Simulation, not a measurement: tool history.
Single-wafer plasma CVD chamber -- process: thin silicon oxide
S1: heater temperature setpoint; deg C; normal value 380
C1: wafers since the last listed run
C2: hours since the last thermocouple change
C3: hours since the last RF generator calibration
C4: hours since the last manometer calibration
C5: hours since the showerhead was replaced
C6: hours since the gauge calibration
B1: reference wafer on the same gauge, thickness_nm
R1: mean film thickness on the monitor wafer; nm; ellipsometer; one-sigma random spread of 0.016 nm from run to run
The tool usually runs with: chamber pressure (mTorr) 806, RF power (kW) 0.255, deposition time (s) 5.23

Run 1, hour 0: usual settings but deposition time (s) 4.63; C1 0; C2 1293.2; C3 2317.5; C4 1594.1; C5 8519.3; C6 20.3; B1 12.791. Result: R1 9.124 nm.
Run 2, hour 9.5: usual settings; C1 201; C2 1302.7; C3 2327; C4 1603.6; C5 8528.8; C6 29.8; B1 12.792. Result: R1 10.312 nm.
Run 3, hour 16.1: usual settings; C1 139; C2 1309.3; C3 2333.6; C4 1610.2; C5 8535.4; C6 36.4; B1 12.798. Result: R1 10.309 nm.
Run 4, hour 26.1: usual settings; C1 211; C2 1319.3; C3 2343.6; C4 1620.2; C5 8545.4; C6 46.4; B1 12.809. Result: R1 10.306 nm.
Run 5, hour 32.2: usual settings; C1 129; C2 1325.4; C3 2349.7; C4 1626.3; C5 8551.5; C6 52.5; B1 12.792. Result: R1 10.258 nm.
At hour 46.5: showerhead replaced.
Run 6, hour 70.6: usual settings; C1 644; C2 1363.8; C3 2388.1; C4 1664.7; C5 24.1; C6 90.9; B1 12.805. Result: R1 10.245 nm.
Run 7, hour 85.8: usual settings; C1 322; C2 1379; C3 2403.3; C4 1679.9; C5 39.3; C6 106.1; B1 12.798. Result: R1 10.229 nm.
At hour 103.1: capacitance manometer re-zeroed and calibrated.
Run 8, hour 103.6: usual settings but chamber pressure (mTorr) 700, RF power (kW) 0.235; C1 207; C2 1396.8; C3 2421.1; C4 0.5; C5 57.1; C6 123.9; B1 12.809. Result: R1 9.055 nm.
Run 9, hour 103.9: usual settings but S1 394 deg C, chamber pressure (mTorr) 639, RF power (kW) 0.295; C1 6; C2 1397.1; C3 2421.4; C4 0.8; C5 57.4; C6 124.2; B1 12.805. Result: R1 8.651 nm.
Run 10, hour 110.2: usual settings but S1 371 deg C, chamber pressure (mTorr) 1004, deposition time (s) 6.25; C1 133; C2 1403.4; C3 2427.7; C4 7.1; C5 63.7; C6 130.5; B1 12.8. Result: R1 15.476 nm.
Run 11, hour 125.5: usual settings but S1 394 deg C, chamber pressure (mTorr) 1001; C1 324; C2 1418.7; C3 2443; C4 22.4; C5 79; C6 145.8; B1 12.791. Result: R1 12.764 nm.
Run 12, hour 139.2: usual settings but S1 373 deg C, chamber pressure (mTorr) 727; C1 290; C2 1432.4; C3 2456.7; C4 36.1; C5 92.7; C6 159.5; B1 12.802. Result: R1 9.665 nm.
Run 13, hour 155.2: usual settings; C1 339; C2 1448.4; C3 2472.7; C4 52.1; C5 108.7; C6 175.5; B1 12.794. Result: R1 10.667 nm.
Run 14, hour 163.4: usual settings but S1 365 deg C, RF power (kW) 0.295, deposition time (s) 5.56; C1 173; C2 1456.6; C3 2480.9; C4 60.3; C5 116.9; C6 183.7; B1 12.804. Result: R1 11.909 nm.
Run 15, hour 178.9: usual settings; C1 328; C2 1472.1; C3 2496.4; C4 75.8; C5 132.4; C6 199.2; B1 12.803. Result: R1 10.675 nm.
Run 16, hour 196.9: usual settings but chamber pressure (mTorr) 686; C1 381; C2 1490.1; C3 2514.4; C4 93.8; C5 150.4; C6 217.2; B1 12.807. Result: R1 9.019 nm.
Run 17, hour 203.3: usual settings; C1 135; C2 1496.5; C3 2520.8; C4 100.2; C5 156.8; C6 223.6; B1 12.806. Result: R1 10.666 nm.
At hour 215.6: RF generator calibrated.
At hour 223.7: thermocouple changed; heater temperature recalibrated.
Run 18, hour 224.2: usual settings; C1 103; C2 0.5; C3 8.6; C4 121.1; C5 177.7; C6 244.5; B1 12.805. Result: R1 10.944 nm.
Run 19, hour 229.6: usual settings; C1 114; C2 5.9; C3 14; C4 126.5; C5 183.1; C6 249.9; B1 12.802. Result: R1 10.951 nm.
Run 20, hour 243.2: usual settings but chamber pressure (mTorr) 930, RF power (kW) 0.27, deposition time (s) 4.46; C1 288; C2 19.5; C3 27.6; C4 140.1; C5 196.7; C6 263.5; B1 12.801. Result: R1 10.746 nm.
Run 21, hour 250: usual settings but chamber pressure (mTorr) 629; C1 144; C2 26.3; C3 34.4; C4 146.9; C5 203.5; C6 270.3; B1 12.801. Result: R1 8.384 nm.
Run 22, hour 264.2: usual settings but chamber pressure (mTorr) 944, RF power (kW) 0.285; C1 301; C2 40.5; C3 48.6; C4 161.1; C5 217.7; C6 284.5; B1 12.803. Result: R1 12.965 nm.
Run 23, hour 282.1: usual settings; C1 379; C2 58.4; C3 66.5; C4 179; C5 235.6; C6 302.4; B1 12.802. Result: R1 10.926 nm.
Run 24, hour 295.3: usual settings; C1 279; C2 71.6; C3 79.7; C4 192.2; C5 248.8; C6 315.6; B1 12.795. Result: R1 10.951 nm.
Run 25, hour 301.3: usual settings but RF power (kW) 0.29, deposition time (s) 4.53; C1 127; C2 77.6; C3 85.7; C4 198.2; C5 254.8; C6 321.6; B1 12.801. Result: R1 9.805 nm.
Run 26, hour 310.6: usual settings but chamber pressure (mTorr) 973, RF power (kW) 0.3, deposition time (s) 6.02; C1 197; C2 86.9; C3 95; C4 207.5; C5 264.1; C6 330.9; B1 12.805. Result: R1 15.528 nm.
Run 27, hour 335.9: usual settings but chamber pressure (mTorr) 998, deposition time (s) 5.71; C1 536; C2 112.2; C3 120.3; C4 232.8; C5 289.4; C6 356.2; B1 12.802. Result: R1 14.32 nm.
Run 28, hour 343.8: usual settings; C1 167; C2 120.1; C3 128.2; C4 240.7; C5 297.3; C6 364.1; B1 12.802. Result: R1 10.939 nm.

A few steps of R1 between consecutive runs. Split each: what settings, incoming material and random variation would produce without the hidden state, and what is left over for the hidden state, along with gauge scatter present in only one of the two compared results (measured, and without hidden state):
The tool's hidden condition here consists of: wafer temperature above the value expected at the setpoint (K); delivered RF power above the setpoint (%); true pressure above the setpoint (%); gauge reads high (%).
Run 7 -> 8: chamber pressure (mTorr) 806 -> 700, RF power (kW) 0.255 -> 0.235, capacitance manometer re-zeroed and calibrated. R1 -1.174 nm: hidden state +0.466, all else -1.64.
Run 9 -> 10: S1 394 -> 371, chamber pressure (mTorr) 639 -> 1004, RF power (kW) 0.295 -> 0.255, deposition time (s) 5.23 -> 6.25. R1 +6.825 nm: hidden state -0.194, all else +7.019.
Run 17 -> 18: RF generator calibrated, thermocouple changed; heater temperature recalibrated. R1 +0.278 nm: hidden state +0.283, all else -0.005.
Run 25 -> 26: chamber pressure (mTorr) 806 -> 973, RF power (kW) 0.29 -> 0.3, deposition time (s) 4.53 -> 6.02. R1 +5.723 nm: hidden state -0.013, all else +5.736.

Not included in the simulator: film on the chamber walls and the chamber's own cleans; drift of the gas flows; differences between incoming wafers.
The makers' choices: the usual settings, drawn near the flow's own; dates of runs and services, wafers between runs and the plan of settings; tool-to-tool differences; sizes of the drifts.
